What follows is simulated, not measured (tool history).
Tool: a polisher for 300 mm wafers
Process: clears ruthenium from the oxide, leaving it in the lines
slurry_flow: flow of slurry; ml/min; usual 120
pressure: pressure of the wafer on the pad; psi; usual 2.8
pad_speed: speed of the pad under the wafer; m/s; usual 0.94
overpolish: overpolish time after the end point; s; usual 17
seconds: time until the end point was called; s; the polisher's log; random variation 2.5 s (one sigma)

run,hour,slurry_flow,pressure,pad_speed,overpolish,"incoming thickness of the incoming film, nm",seconds
1,0,120,2.8,0.94,17,169.3,143.6
2,19,120,2.8,0.94,17,168.8,139.9
3,40.1,120,2.8,0.94,17,173.2,150.9
4,66,120,2.8,0.94,17,167,147.6
5,92,120,2.8,0.94,17,168.6,144.4
6,112.4,120,2.8,0.94,17,168.5,146.3
# hour 163.7: slurry nozzle cleaned
# hour 170.7: worn pad replaced by a new one
7,182.4,120,3.1,0.94,17,167.1,132.6
8,196.8,120,3.1,0.94,17,169.9,131.7
9,210.8,120,2.8,0.94,12,168.3,145.4
# hour 220: head pressure recalibrated
10,232.1,120,2.8,0.94,12,169.1,125.3
11,264,120,2.8,0.94,12,167.9,128.8
12,278.6,120,2.8,0.94,17,167.2,132.5
13,293.6,120,2.8,0.94,17,171.7,136.7
14,313.1,120,2.8,0.94,17,172,138.6
15,334.3,120,2.8,0.94,17,169.6,141.3
16,359,95,3.3,0.94,17,172,136.2
# hour 380.9: worn pad replaced by a new one
17,391.5,120,2.8,0.94,11,171.2,136.2
18,472.8,120,2.3,0.94,17,170.5,170.6
19,487.6,120,2.8,0.94,17,169.1,134.9
# hour 489.4: slurry nozzle cleaned
20,523.5,120,2.8,0.94,17,170.7,143.6
21,559.1,100,2.8,0.94,17,168.6,145.2
22,583.7,155,2.8,0.94,25,170.2,142.3
# hour 619.8: worn pad replaced by a new one
23,620.3,80,3.8,0.94,11,169.9,119
24,643.7,120,2.8,0.94,22,170.7,135.8
25,661,120,2.8,1.24,17,170.8,108.2
26,674.1,120,2.8,0.94,22,170.7,141.8
27,706.6,150,2.8,0.94,17,167.6,135.1
28,729.6,120,2.8,0.84,17,170.7,161
29,758.2,120,3.5,0.84,10,167.8,131.5
30,770.4,150,2.8,1.06,11,170.4,125.9
# hour 784.5: slurry nozzle cleaned
# hour 799.1: head pressure recalibrated
31,802.3,120,2.8,0.94,9,168.2,134.9
32,834.6,105,1.9,0.94,17,168.1,194.8
33,848.1,120,2.8,0.94,17,172,139.6
# hour 856.7: worn pad replaced by a new one
34,871.1,120,2.8,0.94,17,167.9,131.9
35,898.5,105,2.1,0.86,22,167.6,193.6
36,926.3,85,3.7,1.22,17,169.9,91.2

Some steps in seconds between neighbouring runs. How much of each would the tool show without its hidden state too (settings, what came in, random variation), and how much is left for the hidden state, with any gauge scatter that isn't in both results?
The hidden state here: removal rate lost through wear of the pad, %; slurry flow missing at the pad, %; deviation of the head's pressure from its setpoint, %.
Run 9 -> 10: head pressure recalibrated. seconds -20.1 s: hidden state -15.8, all else -4.3.
Run 22 -> 23: slurry_flow 155 -> 80, pressure 2.8 -> 3.8, overpolish 25 -> 11, worn pad replaced by a new one. seconds -23.3 s: hidden state -10.3, all else -13.
Run 31 -> 32: slurry_flow 120 -> 105, pressure 2.8 -> 1.9, overpolish 9 -> 17. seconds +59.9 s: hidden state +11.1, all else +48.8.
Run 34 -> 35: slurry_flow 120 -> 105, pressure 2.8 -> 2.1, pad_speed 0.94 -> 0.86, overpolish 17 -> 22. seconds +61.7 s: hidden state +5.6, all else +56.1.
Run 35 -> 36: slurry_flow 105 -> 85, pressure 2.1 -> 3.7, pad_speed 0.86 -> 1.22, overpolish 22 -> 17. seconds -102.4 s: hidden state -5.3, all else -97.1.
